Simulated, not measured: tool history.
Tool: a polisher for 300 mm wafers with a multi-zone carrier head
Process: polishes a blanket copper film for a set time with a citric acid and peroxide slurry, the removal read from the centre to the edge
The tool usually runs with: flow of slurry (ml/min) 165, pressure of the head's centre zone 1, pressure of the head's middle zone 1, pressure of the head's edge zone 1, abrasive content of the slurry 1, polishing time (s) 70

run    hour  flow of slurry (ml/min)  pressure of the head's centre zone  pressure of the head's middle zone  pressure of the head's edge zone  abrasive content of the slurry  polishing time (s)  incoming thickness of the incoming film, nm  film removed at the wafer's centre (nm)  film removed at mid-radius (nm)  film removed at the wafer's edge (nm)
  1       0                      165                                   1                                0.91                                 1                               1                  70                                        818.1                                    139.3                            134.8                                  144.3
       10.8  -- worn pad replaced by a new one
  2    51.2                      185                                   1                                   1                              1.11                             0.9                  79                                        821.1                                    159.7                            161.3                                  164.7
  3    87.8                      165                                   1                                   1                                 1                               1                  70                                        816.5                                      142                            139.7                                  139.4
      107.8  -- slurry nozzle cleaned
  4   136.4                      215                                   1                                   1                              0.96                            0.75                  47                                        829.3                                    100.1                             96.4                                   94.8
  5     178                      165                                0.97                                   1                              0.91                               1                  51                                        818.6                                    110.1                            108.6                                  106.6
      249.8  -- edge zone pressure recalibrated
  6   278.9                      165                                0.96                                   1                              1.07                               1                  70                                        817.2                                    149.8                            153.5                                  150.8
  7   367.5                      165                                   1                                   1                                 1                               1                  70                                        819.4                                    151.5                            148.1                                  146.8
  8   465.6                      125                                   1                                   1                                 1                             1.3                  70                                        829.9                                    155.9                            154.6                                  153.1
  9   521.5                      165                                   1                                   1                                 1                               1                  70                                        835.4                                      154                            152.1                                  144.6
 10   609.8                      165                                   1                                   1                                 1                               1                  70                                        803.7                                    155.3                            146.6                                  144.8
 11   684.9                      165                                   1                                   1                                 1                               1                  70                                        822.6                                    149.4                            148.1                                  141.1
      702.9  -- worn pad replaced by a new one
      758.4  -- slurry nozzle cleaned
 12   776.8                      195                                   1                                   1                                 1                               1                  86                                        819.5                                    206.2                            197.9                                  184.1
      833.6  -- carrier head's membrane replaced by a new one
 13   839.7                      120                                1.08                                   1                              0.96                               1                  70                                        823.6                                    168.9                            142.2                                  143.6
 14   923.2                      165                                   1                                   1                                 1                               1                  70                                          820                                    165.9                            156.4                                  148.8
 15  1025.2                      165                                   1                                   1                                 1                               1                  47                                        818.3                                    111.5                             99.2                                  100.2
     1064.4  -- edge zone pressure recalibrated
 16  1112.5                      165                                   1                                   1                              0.92                               1                  70                                        828.5                                    163.5                            148.1                                  140.5
 17  1184.8                      215                                   1                                   1                                 1                               1                  70                                        814.4                                    170.2                            152.9                                    152
 18  1235.5                      165                                   1                                   1                                 1                               1                  70                                        817.8                                      165                            148.5                                    146
 19  1275.2                      195                                0.92                                   1                                 1                             0.9                  47                                        810.2                                    105.1                             99.2                                   95.5
 20  1325.8                      165                                   1                                   1                                 1                               1                  80                                        829.7                                    187.4                            167.3                                  168.5
     1331.8  -- centre zone pressure recalibrated
 21  1410.6                      165                                 1.1                                   1                              1.05                               1                  85                                        814.5                                    191.9                            176.1                                  175.9
     1431.9  -- worn pad replaced by a new one
     1444.2  -- slurry nozzle cleaned
 22  1448.3                      120                                   1                                   1                              0.91                               1                  70                                        817.9                                    144.9                            148.3                                  138.3

Below, some changes in film removed at the wafer's centre (nm) between adjacent runs. For each, the amount present without the hidden state too (settings, incoming material, random variation) and the amount remaining for the hidden state with gauge scatter not shared by both compared results:
Hidden conditions of the tool in this case: removal rate lost through wear of the pad, %; slurry flow missing at the pad, %; deviation of the centre zone's pressure from its setpoint, %; deviation of the edge zone's pressure from its setpoint, %.
Run 11 -> 12: flow of slurry (ml/min) 165 -> 195, polishing time (s) 70 -> 86, worn pad replaced by a new one, slurry nozzle cleaned. film removed at the wafer's centre (nm) +56.8: hidden state +12.8, all else +44.
Run 18 -> 19: flow of slurry (ml/min) 165 -> 195, pressure of the head's centre zone 1 -> 0.92, abrasive content of the slurry 1 -> 0.9, polishing time (s) 70 -> 47. film removed at the wafer's centre (nm) -59.9: hidden state -4.6, all else -55.3.
Run 19 -> 20: flow of slurry (ml/min) 195 -> 165, pressure of the head's centre zone 0.92 -> 1, abrasive content of the slurry 0.9 -> 1, polishing time (s) 47 -> 80. film removed at the wafer's centre (nm) +82.3: hidden state +7.2, all else +75.1.
Run 20 -> 21: pressure of the head's centre zone 1 -> 1.1, pressure of the head's edge zone 1 -> 1.05, polishing time (s) 80 -> 85, centre zone pressure recalibrated. film removed at the wafer's centre (nm) +4.5: hidden state -26.3, all else +30.8.

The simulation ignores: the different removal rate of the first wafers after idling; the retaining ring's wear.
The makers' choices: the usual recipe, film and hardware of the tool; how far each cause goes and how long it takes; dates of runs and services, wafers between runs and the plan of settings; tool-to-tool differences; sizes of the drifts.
